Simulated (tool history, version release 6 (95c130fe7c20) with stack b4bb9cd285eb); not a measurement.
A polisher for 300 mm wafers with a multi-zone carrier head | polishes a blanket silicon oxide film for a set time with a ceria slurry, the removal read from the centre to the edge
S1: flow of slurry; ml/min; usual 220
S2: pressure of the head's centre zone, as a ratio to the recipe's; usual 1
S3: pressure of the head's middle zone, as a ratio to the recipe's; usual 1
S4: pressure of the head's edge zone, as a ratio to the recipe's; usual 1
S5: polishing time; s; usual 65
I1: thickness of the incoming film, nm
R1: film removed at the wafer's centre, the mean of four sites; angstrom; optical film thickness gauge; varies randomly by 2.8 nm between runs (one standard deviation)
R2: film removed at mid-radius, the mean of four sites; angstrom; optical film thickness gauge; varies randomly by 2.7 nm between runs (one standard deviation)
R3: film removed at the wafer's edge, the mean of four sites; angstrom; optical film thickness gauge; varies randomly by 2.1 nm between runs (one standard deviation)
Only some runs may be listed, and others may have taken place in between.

run 1 hour=0 | S1=220 S2=1 S3=1 S4=1 S5=65 | I1=853.1 | R1=2990 R2=3221 R3=3123
run 2 hour=57.7 | S1=220 S2=1 S3=1 S4=1 S5=65 | I1=843.7 | R1=2957 R2=3225 R3=3125
-- hour=138.6 centre zone pressure recalibrated
run 3 hour=149.4 | S1=220 S2=1 S3=1 S4=1 S5=65 | I1=847.9 | R1=3456 R2=3188 R3=3058
run 4 hour=249.9 | S1=220 S2=1 S3=1 S4=1 S5=57 | I1=855.1 | R1=3055 R2=2792 R3=2736
-- hour=279.8 slurry nozzle cleaned
run 5 hour=343.3 | S1=220 S2=1 S3=1 S4=1 S5=57 | I1=858 | R1=3022 R2=2757 R3=2733
-- hour=409.9 worn pad replaced by a new one
-- hour=475.1 centre zone pressure recalibrated, repeated, since the last time left the tool worse
run 6 hour=600.9 | S1=220 S2=0.95 S3=1 S4=1 S5=65 | I1=856.8 | R1=2966 R2=3229 R3=3082
run 7 hour=674.2 | S1=175 S2=1 S3=0.95 S4=1 S5=65 | I1=868.2 | R1=3010 R2=2953 R3=2995
run 8 hour=760.1 | S1=220 S2=1 S3=1 S4=1 S5=65 | I1=861.2 | R1=3126 R2=3204 R3=3099
run 9 hour=810.2 | S1=220 S2=1 S3=0.96 S4=1 S5=65 | I1=855.2 | R1=3105 R2=3138 R3=3083
-- hour=838.5 edge zone pressure recalibrated
-- hour=857.9 worn pad replaced by a new one
-- hour=865.7 carrier head's membrane replaced by a new one
run 10 hour=866.2 | S1=295 S2=1 S3=1.07 S4=0.93 S5=65 | I1=858.3 | R1=3224 R2=3497 R3=3082
run 11 hour=930.7 | S1=220 S2=1 S3=1 S4=1 S5=65 | I1=857.5 | R1=3065 R2=3223 R3=3092
run 12 hour=997.3 | S1=165 S2=1 S3=1 S4=0.88 S5=65 | I1=846.9 | R1=2914 R2=3061 R3=2831
-- hour=1055.1 slurry nozzle cleaned
run 13 hour=1083.9 | S1=220 S2=1 S3=1 S4=1 S5=65 | I1=858.7 | R1=3059 R2=3188 R3=3087
run 14 hour=1175.8 | S1=220 S2=1 S3=1 S4=1.04 S5=65 | I1=862 | R1=3017 R2=3243 R3=3191
run 15 hour=1241.4 | S1=220 S2=1 S3=1 S4=1 S5=65 | I1=858.7 | R1=2932 R2=3214 R3=3091
-- hour=1264 centre zone pressure recalibrated
-- hour=1315.9 worn pad replaced by a new one
run 16 hour=1333.9 | S1=150 S2=1 S3=1.05 S4=1.07 S5=54 | I1=863.9 | R1=2395 R2=2584 R3=2513
run 17 hour=1436.9 | S1=220 S2=1 S3=0.96 S4=1 S5=65 | I1=868.1 | R1=3097 R2=3177 R3=3103
run 18 hour=1477.2 | S1=220 S2=0.89 S3=1 S4=1 S5=65 | I1=859.2 | R1=2802 R2=3248 R3=3073
run 19 hour=1516.2 | S1=220 S2=1.03 S3=1 S4=1 S5=79 | I1=876.6 | R1=3835 R2=3922 R3=3736
run 20 hour=1615.2 | S1=280 S2=1 S3=1 S4=1 S5=43 | I1=866.7 | R1=2127 R2=2145 R3=2083
run 21 hour=1706.9 | S1=220 S2=1 S3=1 S4=1 S5=65 | I1=864.2 | R1=3074 R2=3196 R3=3086
run 22 hour=1764.1 | S1=220 S2=1 S3=1 S4=1 S5=65 | I1=851.9 | R1=3040 R2=3197 R3=3111
-- hour=1816.1 slurry nozzle cleaned
run 23 hour=1827.3 | S1=220 S2=1 S3=1 S4=1 S5=85 | I1=853.5 | R1=4007 R2=4197 R3=4016

Measured result minus the same run's result without the hidden state. Both carry the same run-to-run variation, though not necessarily the same gauge scatter:
Hidden state present: removal rate lost through wear of the pad, %; slurry flow missing at the pad, %; deviation of the centre zone's pressure from its setpoint, %; deviation of the edge zone's pressure from its setpoint, %.
run=1 R1=-146
run=2 R1=-164
run=3 R1=+334
run=4 R1=+293
run=5 R1=+285
run=6 R1=-1
run=7 R1=-7
run=8 R1=-16
run=9 R1=-22
run=10 R1=-32
run=11 R1=-43
run=12 R1=-54
run=13 R1=-79
run=14 R1=-105
run=15 R1=-123
run=16 R1=-15
run=17 R1=-24
run=18 R1=-25
run=19 R1=-39
run=20 R1=-31
run=21 R1=-61
run=22 R1=-72
run=23 R1=-114
For R2, the value without the hidden state is never more than 2 angstrom from the measured value.
R3: 0 in every run.
